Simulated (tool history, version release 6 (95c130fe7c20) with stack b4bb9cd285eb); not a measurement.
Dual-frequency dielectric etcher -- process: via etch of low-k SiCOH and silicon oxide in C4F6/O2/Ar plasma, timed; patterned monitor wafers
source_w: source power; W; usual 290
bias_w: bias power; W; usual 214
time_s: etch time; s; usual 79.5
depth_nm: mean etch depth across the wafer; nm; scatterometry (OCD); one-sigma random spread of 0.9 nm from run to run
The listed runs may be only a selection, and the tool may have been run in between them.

run   hour  source_w  bias_w  time_s  wafers since the last listed run  hours since the last wet clean  hours since the last source power generator calibration  hours since the last bias power generator calibration  hours since the last upper electrode change  hours since the gauge calibration  read-back reference wafer on the same gauge, depth_nm  depth_nm
  1      0       290     190    79.5                                 0                           231.6                                                   4516.7                                                   47.7                                       6037.4                                762                                                    190     200.3
  2   34.8       290     190    79.5                               340                           266.4                                                   4551.5                                                   82.5                                       6072.2                              796.8                                                  189.7     200.3
      42.8  -- gauge calibrated
  3   56.3       290     214    79.5                               210                           287.9                                                     4573                                                    104                                       6093.7                               13.5                                                  190.1     213.8
  4   70.1       290     214    79.5                               135                           301.7                                                   4586.8                                                  117.8                                       6107.5                               27.3                                                  190.2     212.3
  5     91       290     214    79.5                               204                           322.6                                                   4607.7                                                  138.7                                       6128.4                               48.2                                                  190.3     214.5
  6  140.8       290     214    79.5                               487                           372.4                                                   4657.5                                                  188.5                                       6178.2                                 98                                                    190     215.7
  7  198.3       290     177    79.5                               562                           429.9                                                     4715                                                    246                                       6235.7                              155.5                                                    190     196.5
     239.3  -- wet clean of the chamber
  8  239.8       230     214    65.5                               171                             0.5                                                   4756.5                                                  287.5                                       6277.2                                197                                                  190.2     159.3
  9  240.3       240     214    79.5                                 4                               1                                                     4757                                                    288                                       6277.7                              197.5                                                  189.9     196.7
     278.1  -- source power generator calibrated
 10  278.6       290     214    79.5                               335                            39.3                                                      0.5                                                  326.3                                         6316                              235.8                                                  189.8     207.8
     320.5  -- upper electrode replaced, of another model than before
 11    321       220     170      95                               180                            81.7                                                     42.9                                                  368.7                                          0.5                              278.2                                                  190.1     182.1
 12  337.6       290     214    79.5                               162                            98.3                                                     59.5                                                  385.3                                         17.1                              294.8                                                    190     209.2
 13  354.5       290     214    59.5                               165                           115.2                                                     76.4                                                  402.2                                           34                              311.7                                                  189.8     157.4
 14  380.2       320     214    79.5                               251                           140.9                                                    102.1                                                  427.9                                         59.7                              337.4                                                  189.9     220.3
 15  415.6       350     214   101.5                               346                           176.3                                                    137.5                                                  463.3                                         95.1                              372.8                                                    190       294
 16  437.3       290     214   103.5                               212                             198                                                    159.2                                                    485                                        116.8                              394.5                                                    190       276
 17    472       320     260      98                               339                           232.7                                                    193.9                                                  519.7                                        151.5                              429.2                                                  189.7     310.7
 18  499.5       290     214    79.5                               269                           260.2                                                    221.4                                                  547.2                                          179                              456.7                                                  189.9       211
 19  524.3       220     214    79.5                               242                             285                                                    246.2                                                    572                                        203.8                              481.5                                                  189.8     188.6
 20  541.7       290     214    79.5                               170                           302.4                                                    263.6                                                  589.4                                        221.2                              498.9                                                  190.1     213.5
 21  553.8       270     214      72                               118                           314.5                                                    275.7                                                  601.5                                        233.3                                511                                                  189.9     186.8
 22  578.3       290     214    79.5                               239                             339                                                    300.2                                                    626                                        257.8                              535.5                                                  189.7     215.6
 23    610       290     214    72.5                               310                           370.7                                                    331.9                                                  657.7                                        289.5                              567.2                                                  190.2     194.9
 24  628.4       290     186    93.5                               180                           389.1                                                    350.3                                                  676.1                                        307.9                              585.6                                                  189.7     228.4
 25  709.8       290     214    79.5                               796                           470.5                                                    431.7                                                  757.5                                        389.3                                667                                                  189.8     216.6
 26  732.7       350     170    79.5                               224                           493.4                                                    454.6                                                  780.4                                        412.2                              689.9                                                  189.8     196.4
     782.6  -- wet clean of the chamber
 27  783.1       250     265    79.5                               258                             0.5                                                      505                                                  830.8                                        462.6                              740.3                                                    190     224.1
 28  784.7       290     214    79.5                                15                             2.1                                                    506.6                                                  832.4                                        464.2                              741.9                                                    190       208
 29    797       230     214    79.5                               120                            14.4                                                    518.9                                                  844.7                                        476.5                              754.2                                                  190.1     188.2

Here are 5 independent what-if runs from the current tool condition. What would each one return?
  A  797.4       290     214    79.5                                 3                            14.8                                                    519.3                                                  845.1                                        476.9                              754.6                                                      ?         ?
  B  797.4       290     214    63.5                                 3                            14.8                                                    519.3                                                  845.1                                        476.9                              754.6                                                      ?         ?
  C  797.4       290     214    86.5                                 3                            14.8                                                    519.3                                                  845.1                                        476.9                              754.6                                                      ?         ?
  D  797.4       320     178      99                                 3                            14.8                                                    519.3                                                  845.1                                        476.9                              754.6                                                      ?         ?
  E  797.4       310     238      99                                 3                            14.8                                                    519.3                                                  845.1                                        476.9                              754.6                                                      ?         ?

run  read-back reference wafer on the same gauge, depth_nm  depth_nm
  A                                                  189.8     208.7
  B                                                  189.8     166.7
  C                                                  189.8     227.1
  D                                                  189.8     235.7
  E                                                  189.8     288.2
The same runs, with their run-to-run variation unchanged, on a tool lacking any hidden condition would have given:
run  depth_nm
  A     208.9
  B     166.9
  C     227.3
  D     235.9
  E     288.4
